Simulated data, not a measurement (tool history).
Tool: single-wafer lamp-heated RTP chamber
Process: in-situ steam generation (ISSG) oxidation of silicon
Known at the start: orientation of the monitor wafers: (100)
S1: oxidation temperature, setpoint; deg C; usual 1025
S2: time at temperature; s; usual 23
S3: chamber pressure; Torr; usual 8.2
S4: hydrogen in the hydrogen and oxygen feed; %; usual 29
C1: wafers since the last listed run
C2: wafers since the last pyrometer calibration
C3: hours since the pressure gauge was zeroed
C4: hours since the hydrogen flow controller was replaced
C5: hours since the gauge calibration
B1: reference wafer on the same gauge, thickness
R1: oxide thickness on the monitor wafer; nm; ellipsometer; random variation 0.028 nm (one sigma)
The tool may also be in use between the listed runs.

run 1 hour=0.0 | S1=1025 S2=18 S3=8.2 S4=32 | C1=0 C2=6692 C3=0.5 C4=4058.1 C5=1355.4 | B1=6.233 | R1=6.493
run 2 hour=54.5 | S1=1025 S2=27 S3=9.0 S4=29 | C1=574 C2=7267 C3=55.0 C4=4112.6 C5=1409.9 | B1=6.226 | R1=7.576
-- hour=141.1 pyrometer window cleaned and pyrometer calibrated
run 3 hour=158.9 | S1=1025 S2=27 S3=9.0 S4=29 | C1=1016 C2=187 C3=159.4 C4=4217.0 C5=1514.3 | B1=6.209 | R1=7.577
run 4 hour=201.9 | S1=1025 S2=27 S3=9.0 S4=29 | C1=453 C2=641 C3=202.4 C4=4260.0 C5=1557.3 | B1=6.198 | R1=7.631
run 5 hour=256.8 | S1=1025 S2=23 S3=8.2 S4=29 | C1=578 C2=1220 C3=257.3 C4=4314.9 C5=1612.2 | B1=6.202 | R1=7.076
run 6 hour=296.2 | S1=1025 S2=23 S3=8.2 S4=29 | C1=415 C2=1635 C3=296.7 C4=4354.3 C5=1651.6 | B1=6.191 | R1=7.110
run 7 hour=367.7 | S1=1025 S2=23 S3=8.2 S4=29 | C1=754 C2=2389 C3=368.2 C4=4425.8 C5=1723.1 | B1=6.183 | R1=7.052
run 8 hour=437.6 | S1=1020 S2=31 S3=7.3 S4=32 | C1=737 C2=3126 C3=438.1 C4=4495.7 C5=1793.0 | B1=6.171 | R1=8.227
run 9 hour=471.7 | S1=1038 S2=16 S3=7.7 S4=29 | C1=359 C2=3486 C3=472.2 C4=4529.8 C5=1827.1 | B1=6.166 | R1=6.299
-- hour=496.7 gauge calibrated
run 10 hour=534.9 | S1=1025 S2=27 S3=9.0 S4=29 | C1=666 C2=4152 C3=535.4 C4=4593.0 C5=38.2 | B1=6.402 | R1=7.854
run 11 hour=605.4 | S1=1025 S2=23 S3=8.2 S4=29 | C1=743 C2=4896 C3=605.9 C4=4663.5 C5=108.7 | B1=6.398 | R1=7.273
run 12 hour=666.1 | S1=1025 S2=16 S3=8.2 S4=29 | C1=640 C2=5536 C3=666.6 C4=4724.2 C5=169.4 | B1=6.381 | R1=6.135
run 13 hour=721.3 | S1=1025 S2=14 S3=8.8 S4=29 | C1=582 C2=6118 C3=721.8 C4=4779.4 C5=224.6 | B1=6.377 | R1=5.706
run 14 hour=774.7 | S1=1019 S2=15 S3=8.2 S4=19 | C1=563 C2=6681 C3=775.2 C4=4832.8 C5=278.0 | B1=6.376 | R1=5.155
run 15 hour=845.1 | S1=1025 S2=23 S3=8.2 S4=29 | C1=742 C2=7424 C3=845.6 C4=4903.2 C5=348.4 | B1=6.360 | R1=7.275
run 16 hour=871.0 | S1=1025 S2=23 S3=8.2 S4=29 | C1=273 C2=7697 C3=871.5 C4=4929.1 C5=374.3 | B1=6.359 | R1=7.216
run 17 hour=936.3 | S1=1025 S2=23 S3=7.7 S4=32 | C1=688 C2=8385 C3=936.8 C4=4994.4 C5=439.6 | B1=6.348 | R1=7.480
-- hour=944.4 pyrometer window cleaned and pyrometer calibrated
-- hour=967.6 hydrogen flow controller replaced
run 18 hour=998.6 | S1=1010 S2=23 S3=9.6 S4=29 | C1=488 C2=487 C3=999.1 C4=31.0 C5=501.9 | B1=6.345 | R1=6.615
run 19 hour=1070.2 | S1=1025 S2=23 S3=8.2 S4=29 | C1=755 C2=1242 C3=1070.7 C4=102.6 C5=573.5 | B1=6.335 | R1=7.200
run 20 hour=1114.6 | S1=1025 S2=26 S3=9.4 S4=29 | C1=468 C2=1710 C3=1115.1 C4=147.0 C5=617.9 | B1=6.328 | R1=7.531
run 21 hour=1167.4 | S1=1038 S2=29 S3=9.5 S4=26 | C1=556 C2=2267 C3=1167.9 C4=199.8 C5=670.7 | B1=6.324 | R1=8.299
run 22 hour=1224.5 | S1=1025 S2=32 S3=8.2 S4=32 | C1=602 C2=2869 C3=1225.0 C4=256.9 C5=727.8 | B1=6.316 | R1=8.701
run 23 hour=1286.0 | S1=1025 S2=23 S3=8.2 S4=29 | C1=648 C2=3518 C3=1286.5 C4=318.4 C5=789.3 | B1=6.309 | R1=7.132
run 24 hour=1343.3 | S1=1025 S2=30 S3=8.2 S4=29 | C1=604 C2=4122 C3=1343.8 C4=375.7 C5=846.6 | B1=6.305 | R1=8.201
run 25 hour=1394.1 | S1=1025 S2=27 S3=8.2 S4=29 | C1=535 C2=4658 C3=1394.6 C4=426.5 C5=897.4 | B1=6.292 | R1=7.803
run 26 hour=1461.6 | S1=1025 S2=23 S3=8.2 S4=32 | C1=711 C2=5370 C3=1462.1 C4=494.0 C5=964.9 | B1=6.281 | R1=7.360
run 27 hour=1522.5 | S1=1025 S2=23 S3=9.1 S4=29 | C1=642 C2=6012 C3=1523.0 C4=554.9 C5=1025.8 | B1=6.274 | R1=7.094
run 28 hour=1553.2 | S1=1012 S2=28 S3=9.2 S4=29 | C1=323 C2=6336 C3=1553.7 C4=585.6 C5=1056.5 | B1=6.273 | R1=7.260
run 29 hour=1606.7 | S1=1025 S2=23 S3=8.2 S4=29 | C1=564 C2=6900 C3=1607.2 C4=639.1 C5=1110.0 | B1=6.260 | R1=7.170
run 30 hour=1655.4 | S1=1010 S2=31 S3=7.2 S4=32 | C1=513 C2=7413 C3=1655.9 C4=687.8 C5=1158.7 | B1=6.258 | R1=7.890
-- hour=1675.4 pyrometer window cleaned and pyrometer calibrated
run 31 hour=1808.0 | S1=1039 S2=31 S3=8.7 S4=32 | C1=1524 C2=1398 C3=1808.5 C4=840.4 C5=1311.3 | B1=6.240 | R1=9.074

Forecast each of these 4 alternatives for the next run:
run A hour=1808.4 | S1=1025 S2=29 S3=8.2 S4=29 | C1=4 C2=1402 C3=1808.9 C4=840.8 C5=1311.7 | B1=? | R1=?
run B hour=1808.4 | S1=1025 S2=16 S3=9.0 S4=29 | C1=4 C2=1402 C3=1808.9 C4=840.8 C5=1311.7 | B1=? | R1=?
run C hour=1808.4 | S1=1025 S2=23 S3=7.3 S4=20 | C1=4 C2=1402 C3=1808.9 C4=840.8 C5=1311.7 | B1=? | R1=?
run D hour=1808.4 | S1=1034 S2=29 S3=8.2 S4=26 | C1=4 C2=1402 C3=1808.9 C4=840.8 C5=1311.7 | B1=? | R1=?

run=A B1=6.241 R1=7.984
run=B B1=6.241 R1=5.909
run=C B1=6.241 R1=6.495
run=D B1=6.241 R1=8.153
Without the tool's hidden state the same runs would have given:
run=A R1=8.163
run=B R1=6.041
run=C R1=6.641
run=D R1=8.335
